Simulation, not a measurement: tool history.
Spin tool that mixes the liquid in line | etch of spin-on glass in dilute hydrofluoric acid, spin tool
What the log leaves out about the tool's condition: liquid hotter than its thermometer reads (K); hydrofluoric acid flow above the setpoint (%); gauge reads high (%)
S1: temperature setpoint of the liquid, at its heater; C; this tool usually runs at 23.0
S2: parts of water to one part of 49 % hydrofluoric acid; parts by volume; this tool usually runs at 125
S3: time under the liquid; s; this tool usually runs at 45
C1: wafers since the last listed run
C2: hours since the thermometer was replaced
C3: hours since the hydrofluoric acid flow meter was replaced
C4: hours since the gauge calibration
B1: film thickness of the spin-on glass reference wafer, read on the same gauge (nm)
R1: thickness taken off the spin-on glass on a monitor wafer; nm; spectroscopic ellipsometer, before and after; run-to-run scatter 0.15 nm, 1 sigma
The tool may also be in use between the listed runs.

run 1 day=0.000 | S1=23.0 S2=165 S3=50 | C1=0 C2=1569.9 C3=253.0 C4=211.1 | B1=59.97 | R1=14.15
run 2 day=0.588 | S1=23.0 S2=125 S3=45 | C1=214 C2=1584.0 C3=267.1 C4=225.2 | B1=60.02 | R1=17.69
run 3 day=0.858 | S1=23.0 S2=125 S3=40 | C1=99 C2=1590.5 C3=273.6 C4=231.7 | B1=60.02 | R1=15.57
run 4 day=1.112 | S1=23.0 S2=125 S3=45 | C1=92 C2=1596.6 C3=279.7 C4=237.8 | B1=59.96 | R1=17.50
run 5 day=1.554 | S1=23.0 S2=125 S3=45 | C1=161 C2=1607.2 C3=290.3 C4=248.4 | B1=60.04 | R1=17.21
run 6 day=2.108 | S1=23.0 S2=125 S3=45 | C1=202 C2=1620.5 C3=303.6 C4=261.7 | B1=60.01 | R1=17.91
run 7 day=2.717 | S1=23.0 S2=125 S3=45 | C1=222 C2=1635.1 C3=318.2 C4=276.3 | B1=60.01 | R1=17.70
run 8 day=3.258 | S1=23.0 S2=95 S3=35 | C1=198 C2=1648.1 C3=331.2 C4=289.3 | B1=60.00 | R1=18.64
run 9 day=3.800 | S1=23.0 S2=155 S3=65 | C1=198 C2=1661.1 C3=344.2 C4=302.3 | B1=60.04 | R1=20.06
run 10 day=4.542 | S1=23.0 S2=155 S3=65 | C1=271 C2=1678.9 C3=362.0 C4=320.1 | B1=59.95 | R1=20.10
run 11 day=5.158 | S1=23.0 S2=125 S3=65 | C1=225 C2=1693.7 C3=376.8 C4=334.9 | B1=59.99 | R1=26.04
run 12 day=5.508 | S1=23.0 S2=125 S3=65 | C1=127 C2=1702.1 C3=385.2 C4=343.3 | B1=60.00 | R1=25.99
-- day=5.925 gauge calibrated
run 13 day=7.338 | S1=23.0 S2=125 S3=65 | C1=668 C2=1746.0 C3=429.1 C4=33.9 | B1=59.98 | R1=26.38
run 14 day=7.717 | S1=23.0 S2=125 S3=45 | C1=138 C2=1755.1 C3=438.2 C4=43.0 | B1=60.00 | R1=18.22
run 15 day=8.233 | S1=23.0 S2=125 S3=45 | C1=188 C2=1767.5 C3=450.6 C4=55.4 | B1=59.98 | R1=18.45
run 16 day=8.912 | S1=23.0 S2=125 S3=45 | C1=248 C2=1783.8 C3=466.9 C4=71.7 | B1=59.96 | R1=18.28
run 17 day=9.192 | S1=24.5 S2=125 S3=65 | C1=102 C2=1790.5 C3=473.6 C4=78.4 | B1=60.00 | R1=28.12
-- day=9.446 hydrofluoric acid flow meter replaced
run 18 day=9.621 | S1=23.0 S2=125 S3=45 | C1=141 C2=1800.8 C3=4.2 C4=88.7 | B1=59.99 | R1=16.53
run 19 day=10.354 | S1=27.0 S2=185 S3=45 | C1=268 C2=1818.4 C3=21.8 C4=106.3 | B1=60.02 | R1=12.24
run 20 day=10.812 | S1=19.0 S2=70 S3=45 | C1=167 C2=1829.4 C3=32.8 C4=117.3 | B1=60.03 | R1=27.02
run 21 day=11.412 | S1=26.5 S2=155 S3=50 | C1=219 C2=1843.8 C3=47.2 C4=131.7 | B1=59.98 | R1=16.40
-- day=12.662 thermometer replaced
run 22 day=13.346 | S1=23.0 S2=125 S3=65 | C1=691 C2=16.4 C3=93.6 C4=178.1 | B1=60.06 | R1=24.68
run 23 day=13.904 | S1=23.0 S2=125 S3=45 | C1=204 C2=29.8 C3=107.0 C4=191.5 | B1=59.99 | R1=16.86
run 24 day=14.508 | S1=23.0 S2=125 S3=40 | C1=220 C2=44.3 C3=121.5 C4=206.0 | B1=59.97 | R1=14.97
run 25 day=14.854 | S1=23.0 S2=125 S3=45 | C1=126 C2=52.6 C3=129.8 C4=214.3 | B1=59.93 | R1=17.02
run 26 day=15.175 | S1=23.0 S2=125 S3=60 | C1=117 C2=60.3 C3=137.5 C4=222.0 | B1=59.99 | R1=22.75
run 27 day=15.742 | S1=23.0 S2=125 S3=45 | C1=207 C2=73.9 C3=151.1 C4=235.6 | B1=60.01 | R1=17.03
run 28 day=16.138 | S1=23.0 S2=165 S3=30 | C1=144 C2=83.4 C3=160.6 C4=245.1 | B1=59.97 | R1=8.27
run 29 day=16.796 | S1=26.5 S2=65 S3=60 | C1=240 C2=99.2 C3=176.4 C4=260.9 | B1=59.96 | R1=54.23
run 30 day=17.438 | S1=21.0 S2=125 S3=35 | C1=234 C2=114.6 C3=191.8 C4=276.3 | B1=59.99 | R1=12.19
run 31 day=18.046 | S1=25.0 S2=140 S3=45 | C1=222 C2=129.2 C3=206.4 C4=290.9 | B1=59.98 | R1=16.47
run 32 day=18.412 | S1=20.5 S2=125 S3=45 | C1=134 C2=138.0 C3=215.2 C4=299.7 | B1=59.98 | R1=15.90
run 33 day=18.946 | S1=19.0 S2=165 S3=45 | C1=194 C2=150.8 C3=228.0 C4=312.5 | B1=60.01 | R1=10.80
run 34 day=19.508 | S1=25.5 S2=75 S3=30 | C1=205 C2=164.3 C3=241.5 C4=326.0 | B1=60.00 | R1=22.45

Table of differences, measured result less the result of that run with no hidden state. Run-to-run variation is the same in both. Gauge scatter possibly is not:
run=1 R1=+0.82
run=2 R1=+1.04
run=3 R1=+0.93
run=4 R1=+1.07
run=5 R1=+1.09
run=6 R1=+1.19
run=7 R1=+1.22
run=8 R1=+1.30
run=9 R1=+1.52
run=10 R1=+1.59
run=11 R1=+2.10
run=12 R1=+2.14
run=13 R1=+2.39
run=14 R1=+1.69
run=15 R1=+1.75
run=16 R1=+1.79
run=17 R1=+2.80
run=18 R1=+0.03
run=19 R1=+0.08
run=20 R1=+0.22
run=21 R1=+0.21
run=22 R1=+0.55
run=23 R1=+0.42
run=24 R1=+0.42
run=25 R1=+0.51
run=26 R1=+0.72
run=27 R1=+0.59
run=28 R1=+0.31
run=29 R1=+2.08
run=30 R1=+0.52
run=31 R1=+0.78
run=32 R1=+0.76
run=33 R1=+0.56
run=34 R1=+1.16
